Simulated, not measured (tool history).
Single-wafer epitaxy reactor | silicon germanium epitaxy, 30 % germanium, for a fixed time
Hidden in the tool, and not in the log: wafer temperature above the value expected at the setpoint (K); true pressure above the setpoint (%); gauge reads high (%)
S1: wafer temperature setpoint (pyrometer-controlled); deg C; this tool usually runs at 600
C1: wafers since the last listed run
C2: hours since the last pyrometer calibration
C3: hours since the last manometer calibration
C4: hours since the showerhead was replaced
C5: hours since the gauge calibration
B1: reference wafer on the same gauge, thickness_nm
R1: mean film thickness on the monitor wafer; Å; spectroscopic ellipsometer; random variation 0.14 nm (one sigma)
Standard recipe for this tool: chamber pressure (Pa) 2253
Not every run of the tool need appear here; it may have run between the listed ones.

{"run": 1, "hour": 0.0, "S1": 600, "chamber pressure (Pa)": 2520, "C1": 0, "C2": 2331.4, "C3": 1807.1, "C4": 5038.9, "C5": 110.1, "B1": 66.505, "R1": 622.34}
{"run": 2, "hour": 7.3, "S1": 600, "chamber pressure (Pa)": 2520, "C1": 159, "C2": 2338.7, "C3": 1814.4, "C4": 5046.2, "C5": 117.4, "B1": 66.459, "R1": 620.79}
{"run": 3, "hour": 15.8, "S1": 600, "chamber pressure (Pa)": 2506, "C1": 185, "C2": 2347.2, "C3": 1822.9, "C4": 5054.7, "C5": 125.9, "B1": 66.497, "R1": 618.43}
{"run": 4, "hour": 24.7, "S1": 600, "chamber pressure (Pa)": 2506, "C1": 194, "C2": 2356.1, "C3": 1831.8, "C4": 5063.6, "C5": 134.8, "B1": 66.451, "R1": 623.07}
{"run": 5, "hour": 40.2, "S1": 600, "chamber pressure (Pa)": 2506, "C1": 338, "C2": 2371.6, "C3": 1847.3, "C4": 5079.1, "C5": 150.3, "B1": 66.504, "R1": 621.44}
{"run": 6, "hour": 53.7, "S1": 600, "chamber pressure (Pa)": 2253, "C1": 294, "C2": 2385.1, "C3": 1860.8, "C4": 5092.6, "C5": 163.8, "B1": 66.512, "R1": 602.05}
{"run": 7, "hour": 68.8, "S1": 600, "chamber pressure (Pa)": 2253, "C1": 329, "C2": 2400.2, "C3": 1875.9, "C4": 5107.7, "C5": 178.9, "B1": 66.544, "R1": 601.88}
{"run": 8, "hour": 84.1, "S1": 600, "chamber pressure (Pa)": 2253, "C1": 334, "C2": 2415.5, "C3": 1891.2, "C4": 5123.0, "C5": 194.2, "B1": 66.432, "R1": 603.96}
{"run": 9, "hour": 100.2, "S1": 600, "chamber pressure (Pa)": 1880, "C1": 351, "C2": 2431.6, "C3": 1907.3, "C4": 5139.1, "C5": 210.3, "B1": 66.457, "R1": 571.01}
{"run": 10, "hour": 112.8, "S1": 600, "chamber pressure (Pa)": 1880, "C1": 275, "C2": 2444.2, "C3": 1919.9, "C4": 5151.7, "C5": 222.9, "B1": 66.436, "R1": 571.56}
{"run": 11, "hour": 129.2, "S1": 600, "chamber pressure (Pa)": 1880, "C1": 358, "C2": 2460.6, "C3": 1936.3, "C4": 5168.1, "C5": 239.3, "B1": 66.447, "R1": 573.73}
{"run": 12, "hour": 142.7, "S1": 600, "chamber pressure (Pa)": 1920, "C1": 294, "C2": 2474.1, "C3": 1949.8, "C4": 5181.6, "C5": 252.8, "B1": 66.519, "R1": 577.52}
{"run": 13, "hour": 159.5, "S1": 600, "chamber pressure (Pa)": 2253, "C1": 366, "C2": 2490.9, "C3": 1966.6, "C4": 5198.4, "C5": 269.6, "B1": 66.483, "R1": 600.24}
{"run": 14, "hour": 171.4, "S1": 600, "chamber pressure (Pa)": 2253, "C1": 259, "C2": 2502.8, "C3": 1978.5, "C4": 5210.3, "C5": 281.5, "B1": 66.553, "R1": 605.96}
{"hour": 180.3, "done": "showerhead replaced"}
{"hour": 191.1, "done": "capacitance manometer re-zeroed and calibrated"}
{"run": 15, "hour": 191.6, "S1": 600, "chamber pressure (Pa)": 2253, "C1": 91, "C2": 2523.0, "C3": 0.5, "C4": 11.3, "C5": 301.7, "B1": 66.486, "R1": 603.83}
{"run": 16, "hour": 203.9, "S1": 600, "chamber pressure (Pa)": 2253, "C1": 268, "C2": 2535.3, "C3": 12.8, "C4": 23.6, "C5": 314.0, "B1": 66.483, "R1": 602.85}
{"run": 17, "hour": 212.3, "S1": 600, "chamber pressure (Pa)": 2253, "C1": 183, "C2": 2543.7, "C3": 21.2, "C4": 32.0, "C5": 322.4, "B1": 66.531, "R1": 604.81}
{"run": 18, "hour": 218.4, "S1": 600, "chamber pressure (Pa)": 2253, "C1": 133, "C2": 2549.8, "C3": 27.3, "C4": 38.1, "C5": 328.5, "B1": 66.483, "R1": 604.15}
{"run": 19, "hour": 228.4, "S1": 586, "chamber pressure (Pa)": 2613, "C1": 218, "C2": 2559.8, "C3": 37.3, "C4": 48.1, "C5": 338.5, "B1": 66.479, "R1": 468.3}

What does the tool deliver on the next run?
{"run": 20, "hour": 239.4, "S1": 596, "chamber pressure (Pa)": 2733, "C1": 240, "C2": 2570.8, "C3": 48.3, "C4": 59.1, "C5": 349.5, "B1": "?", "R1": "?"}

Run 20 measured B1 66.473, R1 586.67 Å.
Minus the tool's unlogged condition, the same run would have read R1 547.33 Å.
